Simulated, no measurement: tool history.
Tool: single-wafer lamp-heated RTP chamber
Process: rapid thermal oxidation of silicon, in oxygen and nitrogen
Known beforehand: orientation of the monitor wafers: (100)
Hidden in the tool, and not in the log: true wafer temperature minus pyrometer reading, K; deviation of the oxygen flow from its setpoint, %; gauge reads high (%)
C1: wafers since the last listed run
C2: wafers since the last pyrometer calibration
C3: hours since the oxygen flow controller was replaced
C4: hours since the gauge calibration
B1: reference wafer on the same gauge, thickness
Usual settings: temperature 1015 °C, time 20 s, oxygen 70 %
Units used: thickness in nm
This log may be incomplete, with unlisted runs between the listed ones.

Run 1, hour 0: usual settings; C1 0; C2 2353; C3 5673.5; C4 1029.7; B1 3.649. Result: thickness 4.023 nm.
Run 2, hour 24: usual settings; C1 213; C2 2566; C3 5697.5; C4 1053.7; B1 3.651. Result: thickness 4.036 nm.
Run 3, hour 94.8: usual settings; C1 629; C2 3195; C3 5768.3; C4 1124.5; B1 3.65. Result: thickness 4.048 nm.
Run 4, hour 123.6: usual settings; C1 255; C2 3451; C3 5797.1; C4 1153.3; B1 3.648. Result: thickness 4.032 nm.
Run 5, hour 260.7: usual settings but time 16 s; C1 1218; C2 4670; C3 5934.2; C4 1290.4; B1 3.649. Result: thickness 3.72 nm.
Run 6, hour 433: usual settings but time 16 s; C1 1531; C2 6201; C3 6106.5; C4 1462.7; B1 3.652. Result: thickness 3.734 nm.
Run 7, hour 503.5: usual settings; C1 626; C2 6828; C3 6177; C4 1533.2; B1 3.65. Result: thickness 4.043 nm.
Run 8, hour 538.1: usual settings; C1 307; C2 7135; C3 6211.6; C4 1567.8; B1 3.65. Result: thickness 4.054 nm.
At hour 558.7: pyrometer window cleaned and pyrometer calibrated.
Run 9, hour 596.6: usual settings; C1 448; C2 336; C3 6270.1; C4 1626.3; B1 3.649. Result: thickness 3.986 nm.
At hour 634.1: gauge calibrated.
Run 10, hour 653.1: usual settings but temperature 995 °C; C1 502; C2 839; C3 6326.6; C4 19; B1 3.649. Result: thickness 3.533 nm.
Run 11, hour 695.9: usual settings but temperature 995 °C; C1 380; C2 1219; C3 6369.4; C4 61.8; B1 3.649. Result: thickness 3.551 nm.
Run 12, hour 722.8: usual settings but temperature 995 °C; C1 239; C2 1458; C3 6396.3; C4 88.7; B1 3.649. Result: thickness 3.549 nm.
Run 13, hour 884.5: usual settings; C1 1437; C2 2895; C3 6558; C4 250.4; B1 3.651. Result: thickness 4.051 nm.
Run 14, hour 911.4: usual settings; C1 239; C2 3135; C3 6584.9; C4 277.3; B1 3.65. Result: thickness 4.033 nm.
Run 15, hour 949.8: usual settings; C1 341; C2 3476; C3 6623.3; C4 315.7; B1 3.651. Result: thickness 4.034 nm.
Run 16, hour 996.8: usual settings; C1 417; C2 3894; C3 6670.3; C4 362.7; B1 3.65. Result: thickness 4.039 nm.
Run 17, hour 1067.1: usual settings; C1 624; C2 4518; C3 6740.6; C4 433; B1 3.649. Result: thickness 4.062 nm.
Run 18, hour 1104.6: usual settings; C1 333; C2 4852; C3 6778.1; C4 470.5; B1 3.65. Result: thickness 4.054 nm.
Run 19, hour 1144.8: usual settings but temperature 1036 °C, time 12 s, oxygen 78 %; C1 357; C2 5209; C3 6818.3; C4 510.7; B1 3.65. Result: thickness 3.98 nm.
Run 20, hour 1182.8: usual settings but time 29 s, oxygen 44 %; C1 337; C2 5547; C3 6856.3; C4 548.7; B1 3.649. Result: thickness 4.057 nm.
Run 21, hour 1224: usual settings but temperature 1043 °C, time 26 s, oxygen 45 %; C1 366; C2 5913; C3 6897.5; C4 589.9; B1 3.651. Result: thickness 4.668 nm.
Run 22, hour 1260.2: usual settings but time 26 s, oxygen 79 %; C1 321; C2 6235; C3 6933.7; C4 626.1; B1 3.649. Result: thickness 4.663 nm.
At hour 1311.3: oxygen flow controller replaced.
Run 23, hour 1325.3: usual settings; C1 507; C2 6742; C3 14; C4 691.2; B1 3.652. Result: thickness 4.05 nm.
At hour 1398.7: pyrometer window cleaned and pyrometer calibrated.
Run 24, hour 1399.2: usual settings but temperature 1028 °C, time 10 s; C1 585; C2 4; C3 87.9; C4 765.1; B1 3.652. Result: thickness 3.384 nm.
Run 25, hour 1427.9: usual settings but temperature 1030 °C, oxygen 92 %; C1 255; C2 259; C3 116.6; C4 793.8; B1 3.651. Result: thickness 4.792 nm.
Run 26, hour 1480.1: usual settings but temperature 997 °C; C1 463; C2 723; C3 168.8; C4 846; B1 3.652. Result: thickness 3.576 nm.
Run 27, hour 1533.3: usual settings; C1 472; C2 1196; C3 222; C4 899.2; B1 3.648. Result: thickness 4.002 nm.
Run 28, hour 1596.7: usual settings but temperature 1000 °C, oxygen 78 %; C1 563; C2 1760; C3 285.4; C4 962.6; B1 3.651. Result: thickness 3.775 nm.
Run 29, hour 1625.1: usual settings but temperature 998 °C, time 29 s, oxygen 43 %; C1 252; C2 2012; C3 313.8; C4 991; B1 3.651. Result: thickness 3.601 nm.
Run 30, hour 1680.7: usual settings; C1 494; C2 2506; C3 369.4; C4 1046.6; B1 3.649. Result: thickness 4.014 nm.
Run 31, hour 1743.7: usual settings; C1 559; C2 3066; C3 432.4; C4 1109.6; B1 3.65. Result: thickness 4.03 nm.
Run 32, hour 1796.2: usual settings but temperature 1045 °C, time 28 s, oxygen 49 %; C1 466; C2 3533; C3 484.9; C4 1162.1; B1 3.652. Result: thickness 4.975 nm.
Run 33, hour 1826.6: usual settings but time 26 s; C1 270; C2 3803; C3 515.3; C4 1192.5; B1 3.649. Result: thickness 4.47 nm.
Run 34, hour 1859.5: usual settings; C1 292; C2 4095; C3 548.2; C4 1225.4; B1 3.648. Result: thickness 4.035 nm.

Across each entry between runs, compare the hidden state at the last listed run before it with the hidden state at the first listed run after it:
Between runs 8 and 9: pyrometer window cleaned and pyrometer calibrated (hour 558.7)
  true wafer temperature minus pyrometer reading, K: 3.15 -> 0.856
  measured result minus the result with no hidden state, thickness: +0.08 -> +0.022 nm
Between runs 9 and 10: gauge calibrated (hour 634.1)
  true wafer temperature minus pyrometer reading, K: 0.856 -> 1.37
  measured result minus the result with no hidden state, thickness: +0.022 -> +0.028 nm
Between runs 22 and 23: oxygen flow controller replaced (hour 1311.3)
  true wafer temperature minus pyrometer reading, K: 3.28 -> 3.33
  measured result minus the result with no hidden state, thickness: +0.102 -> +0.085 nm
Between runs 23 and 24: pyrometer window cleaned and pyrometer calibrated (hour 1398.7)
  true wafer temperature minus pyrometer reading, K: 3.33 -> 0.0855
  measured result minus the result with no hidden state, thickness: +0.085 -> +0.002 nm
